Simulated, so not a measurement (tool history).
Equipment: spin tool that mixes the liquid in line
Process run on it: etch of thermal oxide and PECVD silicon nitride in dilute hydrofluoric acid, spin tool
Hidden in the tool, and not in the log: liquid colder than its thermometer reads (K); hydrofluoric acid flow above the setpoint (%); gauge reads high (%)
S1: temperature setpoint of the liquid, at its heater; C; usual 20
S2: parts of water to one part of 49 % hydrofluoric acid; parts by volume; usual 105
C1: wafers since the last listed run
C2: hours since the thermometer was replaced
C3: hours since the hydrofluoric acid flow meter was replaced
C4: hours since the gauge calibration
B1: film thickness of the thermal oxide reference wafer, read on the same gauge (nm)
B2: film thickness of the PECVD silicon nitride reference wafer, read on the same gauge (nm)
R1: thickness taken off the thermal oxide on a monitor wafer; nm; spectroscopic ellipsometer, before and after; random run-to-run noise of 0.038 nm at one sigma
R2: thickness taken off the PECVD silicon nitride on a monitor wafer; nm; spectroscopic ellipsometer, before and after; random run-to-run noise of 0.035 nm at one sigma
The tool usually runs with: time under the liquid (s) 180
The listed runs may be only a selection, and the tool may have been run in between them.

Run 1, hour 0: usual settings; C1 0; C2 1904.4; C3 1052.3; C4 68.8; B1 89.99; B2 70.03. Result: R1 6.95 nm, R2 5.97 nm.
Run 2, hour 6.3: usual settings; C1 24; C2 1910.7; C3 1058.6; C4 75.1; B1 90; B2 70.01. Result: R1 6.93 nm, R2 6.02 nm.
Run 3, hour 18: usual settings; C1 45; C2 1922.4; C3 1070.3; C4 86.8; B1 90.01; B2 69.99. Result: R1 6.98 nm, R2 5.96 nm.
Run 4, hour 69.4: usual settings; C1 198; C2 1973.8; C3 1121.7; C4 138.2; B1 90; B2 70.03. Result: R1 6.95 nm, R2 6.03 nm.
Run 5, hour 82.4: usual settings; C1 50; C2 1986.8; C3 1134.7; C4 151.2; B1 89.99; B2 70.02. Result: R1 7.06 nm, R2 6.08 nm.
Run 6, hour 89.8: usual settings; C1 28; C2 1994.2; C3 1142.1; C4 158.6; B1 90; B2 69.97. Result: R1 6.96 nm, R2 6.08 nm.
At hour 100.9: thermometer replaced.
Run 7, hour 101.4: usual settings but S1 17 C; C1 40; C2 0.5; C3 1153.7; C4 170.2; B1 90.01; B2 70.02. Result: R1 6.13 nm, R2 4.87 nm.
Run 8, hour 113.2: usual settings but S1 17 C; C1 45; C2 12.3; C3 1165.5; C4 182; B1 89.98; B2 70.01. Result: R1 6.17 nm, R2 4.93 nm.
Run 9, hour 128.6: usual settings but S1 17 C; C1 59; C2 27.7; C3 1180.9; C4 197.4; B1 90.01; B2 70.03. Result: R1 6.15 nm, R2 4.9 nm.
Run 10, hour 145.5: usual settings; C1 65; C2 44.6; C3 1197.8; C4 214.3; B1 90.03; B2 69.95. Result: R1 7.01 nm, R2 6.08 nm.
Run 11, hour 154.7: usual settings; C1 35; C2 53.8; C3 1207; C4 223.5; B1 89.99; B2 69.98. Result: R1 7.07 nm, R2 6.04 nm.
At hour 157.8: hydrofluoric acid flow meter replaced.
Run 12, hour 166.1: usual settings; C1 40; C2 65.2; C3 8.3; C4 234.9; B1 90; B2 69.96. Result: R1 6.37 nm, R2 5.51 nm.
Run 13, hour 175.7: usual settings; C1 36; C2 74.8; C3 17.9; C4 244.5; B1 90; B2 70.03. Result: R1 6.43 nm, R2 5.54 nm.
At hour 184.1: gauge calibrated.
Run 14, hour 184.9: usual settings; C1 35; C2 84; C3 27.1; C4 0.8; B1 90.01; B2 69.98. Result: R1 6.44 nm, R2 5.5 nm.
Run 15, hour 200.3: usual settings but S1 21.5 C, S2 135 parts by volume, time under the liquid (s) 110; C1 59; C2 99.4; C3 42.5; C4 16.2; B1 90; B2 70.01. Result: R1 3.12 nm, R2 2.93 nm.
Run 16, hour 207.6: usual settings but S1 23.5 C, time under the liquid (s) 80; C1 28; C2 106.7; C3 49.8; C4 23.5; B1 90.02; B2 69.99. Result: R1 3.29 nm, R2 3.12 nm.
Run 17, hour 220: usual settings but S1 17 C, time under the liquid (s) 120; C1 47; C2 119.1; C3 62.2; C4 35.9; B1 90.01; B2 69.96. Result: R1 3.77 nm, R2 3.04 nm.
Run 18, hour 230.1: usual settings but S1 24 C, time under the liquid (s) 225; C1 38; C2 129.2; C3 72.3; C4 46; B1 89.99; B2 70. Result: R1 9.41 nm, R2 9.03 nm.
Run 19, hour 238.1: usual settings but S1 21.5 C, S2 75 parts by volume, time under the liquid (s) 280; C1 30; C2 137.2; C3 80.3; C4 54; B1 89.99; B2 70.06. Result: R1 15.42 nm, R2 13.43 nm.

Expected results for the next run?
Run 20, hour 247: usual settings; C1 34; C2 146.1; C3 89.2; C4 62.9; B1 ?; B2 ?. Result: R1 ?, R2 ?.

For run 20 the tool returned B1 90, B2 70.04, R1 6.44 nm, R2 5.59 nm.
If the tool had no hidden condition, the same run with the same run-to-run variation would have returned R1 6.3 nm, R2 5.49 nm.

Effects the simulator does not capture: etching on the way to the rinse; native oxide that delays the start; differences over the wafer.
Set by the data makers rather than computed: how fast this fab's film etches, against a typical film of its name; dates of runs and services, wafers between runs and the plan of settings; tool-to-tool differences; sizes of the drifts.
